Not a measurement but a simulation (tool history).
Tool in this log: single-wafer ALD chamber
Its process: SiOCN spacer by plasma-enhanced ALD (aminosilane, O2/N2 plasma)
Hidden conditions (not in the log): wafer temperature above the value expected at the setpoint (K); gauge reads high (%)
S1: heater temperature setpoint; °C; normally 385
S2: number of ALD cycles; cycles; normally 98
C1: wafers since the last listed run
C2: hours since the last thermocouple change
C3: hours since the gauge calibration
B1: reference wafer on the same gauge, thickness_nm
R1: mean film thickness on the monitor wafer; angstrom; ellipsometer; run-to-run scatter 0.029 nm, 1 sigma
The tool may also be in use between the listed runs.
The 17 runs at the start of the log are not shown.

{"hour": 1048.1, "done": "thermocouple changed; heater temperature recalibrated"}
{"run": 18, "hour": 1101.6, "S1": 389, "S2": 98, "C1": 171, "C2": 53.5, "C3": 1747.2, "B1": 4.815, "R1": 58.1}
{"run": 19, "hour": 1190.0, "S1": 385, "S2": 111, "C1": 178, "C2": 141.9, "C3": 1835.6, "B1": 4.805, "R1": 65.41}
{"run": 20, "hour": 1288.5, "S1": 395, "S2": 115, "C1": 199, "C2": 240.4, "C3": 1934.1, "B1": 4.799, "R1": 67.53}
{"run": 21, "hour": 1381.8, "S1": 370, "S2": 98, "C1": 188, "C2": 333.7, "C3": 2027.4, "B1": 4.786, "R1": 56.84}
{"run": 22, "hour": 1471.7, "S1": 396, "S2": 90, "C1": 181, "C2": 423.6, "C3": 2117.3, "B1": 4.776, "R1": 52.97}
{"run": 23, "hour": 1508.2, "S1": 385, "S2": 98, "C1": 73, "C2": 460.1, "C3": 2153.8, "B1": 4.776, "R1": 57.34}
{"hour": 1564.5, "done": "gauge calibrated"}
{"run": 24, "hour": 1610.2, "S1": 395, "S2": 115, "C1": 206, "C2": 562.1, "C3": 45.7, "B1": 5.007, "R1": 70.24}
{"run": 25, "hour": 1652.8, "S1": 393, "S2": 98, "C1": 86, "C2": 604.7, "C3": 88.3, "B1": 5, "R1": 59.62}
{"run": 26, "hour": 1736.5, "S1": 397, "S2": 116, "C1": 169, "C2": 688.4, "C3": 172, "B1": 4.994, "R1": 70.8}
{"run": 27, "hour": 1775.0, "S1": 378, "S2": 98, "C1": 77, "C2": 726.9, "C3": 210.5, "B1": 4.993, "R1": 59.79}
{"run": 28, "hour": 1811.9, "S1": 385, "S2": 98, "C1": 74, "C2": 763.8, "C3": 247.4, "B1": 4.986, "R1": 59.87}
{"run": 29, "hour": 1850.1, "S1": 395, "S2": 88, "C1": 77, "C2": 802, "C3": 285.6, "B1": 4.982, "R1": 53.45}
{"run": 30, "hour": 1901.3, "S1": 385, "S2": 98, "C1": 103, "C2": 853.2, "C3": 336.8, "B1": 4.982, "R1": 60.01}
{"run": 31, "hour": 1975.8, "S1": 395, "S2": 90, "C1": 150, "C2": 927.7, "C3": 411.3, "B1": 4.968, "R1": 54.63}
{"run": 32, "hour": 2079.9, "S1": 385, "S2": 98, "C1": 210, "C2": 1031.8, "C3": 515.4, "B1": 4.96, "R1": 59.8}

Below are 5 alternative next runs, each starting from the tool's condition after run 32. Predict each:
{"run": "A", "hour": 2080.5, "S1": 385, "S2": 98, "C1": 1, "C2": 1032.4, "C3": 516, "B1": "?", "R1": "?"}
{"run": "B", "hour": 2080.5, "S1": 375, "S2": 113, "C1": 1, "C2": 1032.4, "C3": 516, "B1": "?", "R1": "?"}
{"run": "C", "hour": 2080.5, "S1": 400, "S2": 90, "C1": 1, "C2": 1032.4, "C3": 516, "B1": "?", "R1": "?"}
{"run": "D", "hour": 2080.5, "S1": 375, "S2": 90, "C1": 1, "C2": 1032.4, "C3": 516, "B1": "?", "R1": "?"}
{"run": "E", "hour": 2080.5, "S1": 389, "S2": 103, "C1": 1, "C2": 1032.4, "C3": 516, "B1": "?", "R1": "?"}

run=A B1=4.96 R1=59.46
run=B B1=4.96 R1=68.56
run=C B1=4.96 R1=54.61
run=D B1=4.96 R1=54.61
run=E B1=4.96 R1=62.49
With the hidden condition removed and each run's random variation left untouched, the same runs would have given:
run=A R1=59.94
run=B R1=69.11
run=C R1=55.05
run=D R1=55.05
run=E R1=63
